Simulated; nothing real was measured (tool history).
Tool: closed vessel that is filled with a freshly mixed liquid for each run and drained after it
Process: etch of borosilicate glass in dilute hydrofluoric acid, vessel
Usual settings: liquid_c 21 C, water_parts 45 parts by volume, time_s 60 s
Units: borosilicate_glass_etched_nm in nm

| run | hour | liquid_c | water_parts | time_s | read-back film thickness of the borosilicate glass reference wafer, read on the same gauge (nm) | borosilicate_glass_etched_nm |
|---|---|---|---|---|---|---|
| 1 | 0 | 21 | 45 | 60 | 30.01 | 49.72 |
| 2 | 73.3 | 21 | 45 | 60 | 29.99 | 49.32 |
| 3 | 121.3 | 21 | 45 | 60 | 30.01 | 49.93 |
|  | 388.8 | gauge calibrated |
| 4 | 403.4 | 21 | 45 | 60 | 30.03 | 51.13 |
| 5 | 465 | 21 | 45 | 60 | 30.04 | 50.97 |
| 6 | 529.4 | 21 | 45 | 60 | 30.02 | 50.85 |
| 7 | 614.7 | 18.5 | 50 | 60 | 30 | 41.38 |
|  | 641.6 | hydrofluoric acid flow meter replaced |
| 8 | 694.8 | 18.5 | 50 | 60 | 29.97 | 39.56 |
| 9 | 778 | 18.5 | 50 | 60 | 29.99 | 40.33 |
| 10 | 818 | 21 | 45 | 55 | 30 | 45.32 |
| 11 | 887.7 | 21 | 45 | 55 | 30.02 | 45.49 |
|  | 900.5 | thermometer replaced |
| 12 | 936 | 21 | 45 | 55 | 30.03 | 43.69 |
| 13 | 982.9 | 21 | 45 | 60 | 30 | 48.36 |
| 14 | 1136.5 | 21 | 45 | 60 | 30.01 | 47.83 |
| 15 | 1186.9 | 21 | 25 | 90 | 30.01 | 135.61 |
| 16 | 1239.4 | 21 | 45 | 60 | 29.97 | 49.24 |
| 17 | 1292.8 | 21 | 45 | 60 | 30.01 | 48.81 |
| 18 | 1342.8 | 21 | 45 | 60 | 30 | 49.55 |
| 19 | 1456.5 | 21 | 45 | 60 | 30.01 | 48.78 |
| 20 | 1540.4 | 21 | 45 | 45 | 30.03 | 36.81 |
| 21 | 1602.1 | 22.5 | 55 | 40 | 30.01 | 28.41 |
|  | 1688.7 | hydrofluoric acid flow meter replaced |
| 22 | 1698.5 | 23 | 40 | 60 | 30 | 58.7 |
|  | 1768.6 | gauge calibrated |
| 23 | 1874.8 | 17 | 40 | 60 | 29.99 | 45.26 |
| 24 | 1948.6 | 21 | 60 | 60 | 29.98 | 35.86 |
| 25 | 2007.7 | 21 | 45 | 60 | 30.03 | 49.13 |
| 26 | 2074 | 21 | 45 | 40 | 29.97 | 32.29 |
| 27 | 2153.4 | 17 | 45 | 30 | 29.97 | 21.01 |
| 28 | 2193.2 | 25.5 | 35 | 85 | 30.04 | 109.1 |
| 29 | 2261.7 | 21 | 30 | 60 | 30.01 | 75.49 |
| 30 | 2359.3 | 21 | 60 | 85 | 29.99 | 51.97 |
| 31 | 2438.3 | 24 | 40 | 95 | 30.03 | 101.98 |
| 32 | 2514.6 | 17 | 25 | 40 | 30 | 52.79 |
| 33 | 2581.3 | 22.5 | 60 | 85 | 30.01 | 55.77 |
|  | 2634.8 | hydrofluoric acid flow meter replaced |
| 34 | 2655.9 | 18.5 | 50 | 60 | 30.02 | 39.06 |

The same runs without the tool's hidden state, with the same run-to-run variation:
The hidden state here: liquid hotter than its thermometer reads (K); hydrofluoric acid flow above the setpoint (%); gauge reads high (%).
| run | borosilicate_glass_etched_nm |
|---|---|
| 1 | 46.87 |
| 2 | 46.29 |
| 3 | 46.74 |
| 4 | 47.05 |
| 5 | 46.72 |
| 6 | 46.43 |
| 7 | 37.56 |
| 8 | 37.46 |
| 9 | 37.99 |
| 10 | 42.63 |
| 11 | 42.6 |
| 12 | 42.81 |
| 13 | 47.24 |
| 14 | 46.3 |
| 15 | 130.9 |
| 16 | 47.38 |
| 17 | 46.8 |
| 18 | 47.36 |
| 19 | 46.31 |
| 20 | 34.77 |
| 21 | 26.72 |
| 22 | 57.37 |
| 23 | 43.72 |
| 24 | 34.52 |
| 25 | 47.11 |
| 26 | 30.83 |
| 27 | 19.94 |
| 28 | 103.55 |
| 29 | 71.28 |
| 30 | 48.77 |
| 31 | 95.34 |
| 32 | 49.07 |
| 33 | 51.66 |
| 34 | 37.54 |

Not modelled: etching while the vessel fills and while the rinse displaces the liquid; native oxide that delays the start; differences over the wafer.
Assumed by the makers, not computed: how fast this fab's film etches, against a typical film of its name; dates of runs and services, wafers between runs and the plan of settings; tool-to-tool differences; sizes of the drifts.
